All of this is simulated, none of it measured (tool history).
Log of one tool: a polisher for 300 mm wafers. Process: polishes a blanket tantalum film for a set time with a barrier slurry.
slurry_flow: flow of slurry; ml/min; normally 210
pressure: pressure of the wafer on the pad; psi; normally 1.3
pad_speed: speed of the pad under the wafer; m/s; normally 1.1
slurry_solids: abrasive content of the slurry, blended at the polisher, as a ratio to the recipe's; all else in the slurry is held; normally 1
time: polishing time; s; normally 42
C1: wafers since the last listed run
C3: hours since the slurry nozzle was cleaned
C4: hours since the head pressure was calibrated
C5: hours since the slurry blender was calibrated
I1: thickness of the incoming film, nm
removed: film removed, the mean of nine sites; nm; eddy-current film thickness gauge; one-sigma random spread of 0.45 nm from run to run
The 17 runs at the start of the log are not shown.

{"run": 18, "hour": 216.6, "slurry_flow": 250, "pressure": 1.3, "pad_speed": 0.92, "slurry_solids": 1.25, "time": 48, "C1": 166, "wafers polished on this pad": 506, "C3": 204.3, "C4": 1340.3, "C5": 314.6, "I1": 364.4, "removed": 46.9}
{"hour": 225.1, "done": "slurry nozzle cleaned"}
{"hour": 225.8, "done": "head pressure recalibrated"}
{"hour": 251.1, "done": "worn pad replaced by a new one"}
{"run": 19, "hour": 259.5, "slurry_flow": 230, "pressure": 1.3, "pad_speed": 1.1, "slurry_solids": 1, "time": 32, "C1": 356, "wafers polished on this pad": 80, "C3": 34.4, "C4": 33.7, "C5": 357.5, "I1": 368.3, "removed": 36}
{"run": 20, "hour": 274.7, "slurry_flow": 230, "pressure": 1.3, "pad_speed": 1.1, "slurry_solids": 0.9, "time": 30, "C1": 145, "wafers polished on this pad": 225, "C3": 49.6, "C4": 48.9, "C5": 372.7, "I1": 364.4, "removed": 32.7}
{"hour": 287.5, "done": "slurry blender recalibrated"}
{"run": 21, "hour": 288.0, "slurry_flow": 255, "pressure": 1.6, "pad_speed": 1.1, "slurry_solids": 1, "time": 31, "C1": 108, "wafers polished on this pad": 334, "C3": 62.9, "C4": 62.2, "C5": 0.5, "I1": 376.5, "removed": 44.2}
{"run": 22, "hour": 301.3, "slurry_flow": 210, "pressure": 1.3, "pad_speed": 1.1, "slurry_solids": 1, "time": 35, "C1": 127, "wafers polished on this pad": 461, "C3": 76.2, "C4": 75.5, "C5": 13.8, "I1": 373.8, "removed": 40.3}
{"run": 23, "hour": 312.9, "slurry_flow": 175, "pressure": 1.1, "pad_speed": 0.86, "slurry_solids": 1, "time": 37, "C1": 111, "wafers polished on this pad": 572, "C3": 87.8, "C4": 87.1, "C5": 25.4, "I1": 370, "removed": 31}
{"hour": 340.4, "done": "worn pad replaced by a new one"}
{"run": 24, "hour": 340.8, "slurry_flow": 245, "pressure": 1.7, "pad_speed": 0.74, "slurry_solids": 1.3, "time": 42, "C1": 228, "wafers polished on this pad": 3, "C3": 115.7, "C4": 115, "C5": 53.3, "I1": 376.2, "removed": 49.6}
{"run": 25, "hour": 357.3, "slurry_flow": 210, "pressure": 1.7, "pad_speed": 1.1, "slurry_solids": 1, "time": 34, "C1": 158, "wafers polished on this pad": 161, "C3": 132.2, "C4": 131.5, "C5": 69.8, "I1": 375.6, "removed": 48.2}
{"run": 26, "hour": 364.0, "slurry_flow": 230, "pressure": 1.3, "pad_speed": 0.74, "slurry_solids": 1, "time": 42, "C1": 64, "wafers polished on this pad": 225, "C3": 138.9, "C4": 138.2, "C5": 76.5, "I1": 369.7, "removed": 37.2}
{"run": 27, "hour": 370.1, "slurry_flow": 210, "pressure": 1.5, "pad_speed": 0.86, "slurry_solids": 0.7, "time": 42, "C1": 58, "wafers polished on this pad": 284, "C3": 145, "C4": 144.3, "C5": 82.6, "I1": 374.6, "removed": 41.8}
{"run": 28, "hour": 376.2, "slurry_flow": 210, "pressure": 1.3, "pad_speed": 1.1, "slurry_solids": 1, "time": 42, "C1": 58, "wafers polished on this pad": 342, "C3": 151.1, "C4": 150.4, "C5": 88.7, "I1": 367.4, "removed": 48.3}
{"run": 29, "hour": 383.8, "slurry_flow": 210, "pressure": 0.9, "pad_speed": 1.1, "slurry_solids": 1, "time": 42, "C1": 72, "wafers polished on this pad": 415, "C3": 158.7, "C4": 158, "C5": 96.3, "I1": 370.2, "removed": 36.7}
{"run": 30, "hour": 396.7, "slurry_flow": 165, "pressure": 1.3, "pad_speed": 1.1, "slurry_solids": 1, "time": 52, "C1": 123, "wafers polished on this pad": 539, "C3": 171.6, "C4": 170.9, "C5": 109.2, "I1": 374.3, "removed": 57.6}

Here are 4 independent what-if runs from the current tool condition. What would each one return?
{"run": "A", "hour": 397.1, "slurry_flow": 210, "pressure": 1.3, "pad_speed": 1.1, "slurry_solids": 1, "time": 42, "C1": 3, "wafers polished on this pad": 542, "C3": 172, "C4": 171.3, "C5": 109.6, "I1": 367.9, "removed": "?"}
{"run": "B", "hour": 397.1, "slurry_flow": 210, "pressure": 1.3, "pad_speed": 1.1, "slurry_solids": 0.9, "time": 47, "C1": 3, "wafers polished on this pad": 542, "C3": 172, "C4": 171.3, "C5": 109.6, "I1": 367.9, "removed": "?"}
{"run": "C", "hour": 397.1, "slurry_flow": 210, "pressure": 1.7, "pad_speed": 0.9, "slurry_solids": 1, "time": 42, "C1": 3, "wafers polished on this pad": 542, "C3": 172, "C4": 171.3, "C5": 109.6, "I1": 367.9, "removed": "?"}
{"run": "D", "hour": 397.1, "slurry_flow": 210, "pressure": 1.3, "pad_speed": 0.78, "slurry_solids": 0.7, "time": 42, "C1": 3, "wafers polished on this pad": 542, "C3": 172, "C4": 171.3, "C5": 109.6, "I1": 367.9, "removed": "?"}

run=A removed=47.7
run=B removed=52
run=C removed=51.2
run=D removed=34.3
With the hidden condition removed and each run's random variation left untouched, the same runs would have given:
run=A removed=49.4
run=B removed=53.9
run=C removed=53.1
run=D removed=35.6
